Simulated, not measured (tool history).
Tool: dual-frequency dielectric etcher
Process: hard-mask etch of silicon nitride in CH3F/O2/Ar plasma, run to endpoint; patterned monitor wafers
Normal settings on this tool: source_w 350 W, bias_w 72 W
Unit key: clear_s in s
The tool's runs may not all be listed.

run	hour	source_w	bias_w	wafers since the last listed run	hours since the last wet clean	hours since the last source power generator calibration	hours since the last bias power generator calibration	hours since the last upper electrode change	incoming incoming film thickness, nm	clear_s
1	0	350	72	0	49.2	1672.8	4451.9	3404.4	48.01	75.6
2	14.5	350	72	157	63.7	1687.3	4466.4	3418.9	48.21	76.4
3	50.3	350	72	387	99.5	1723.1	4502.2	3454.7	48.62	76.6
4	81.1	410	72	333	130.3	1753.9	4533	3485.5	48.04	71.2
5	109	410	72	302	158.2	1781.8	4560.9	3513.4	48.05	71.5
6	135.5	410	72	287	184.7	1808.3	4587.4	3539.9	48.53	71.3
7	153.4	350	72	193	202.6	1826.2	4605.3	3557.8	48.19	75.4
8	210.6	350	72	619	259.8	1883.4	4662.5	3615	48.25	75.4
# hour 227.6: source power generator calibrated
9	236.3	310	72	235	285.5	8.7	4688.2	3640.7	48.47	79
10	266.7	400	80	329	315.9	39.1	4718.6	3671.1	48.53	66.1
11	301.5	350	72	376	350.7	73.9	4753.4	3705.9	48.82	75.4
# hour 333.9: bias power generator calibrated
# hour 341.6: upper electrode replaced
12	342.1	350	72	312	391.3	114.5	8.2	0.5	47.87	72.6
13	369.6	290	84	297	418.8	142	35.7	28	48.02	71.1
# hour 419.3: wet clean of the chamber
14	419.8	270	80	283	0.5	192.2	85.9	78.2	48.5	80
15	420.2	350	72	4	0.9	192.6	86.3	78.6	47.95	75
16	428.1	350	77	85	8.8	200.5	94.2	86.5	48.47	73.6
17	462	430	81	367	42.7	234.4	128.1	120.4	47.98	64.7
18	494.3	290	72	349	75	266.7	160.4	152.7	48.25	82.8
19	524.3	410	88	324	105	296.7	190.4	182.7	48.29	62.7

Forecast each of these 5 alternatives for the next run:
A	524.7	350	72	4	105.4	297.1	190.8	183.1	48.46	?
B	524.7	440	66	4	105.4	297.1	190.8	183.1	48.46	?
C	524.7	390	56	4	105.4	297.1	190.8	183.1	48.46	?
D	524.7	430	72	4	105.4	297.1	190.8	183.1	48.46	?
E	524.7	380	72	4	105.4	297.1	190.8	183.1	48.46	?

run	clear_s
A	76.8
B	74
C	85.1
D	71.1
E	74.5
Without the tool's unlogged condition, the same runs would have read:
run	clear_s
A	78.3
B	75.4
C	86.8
D	72.5
E	75.9
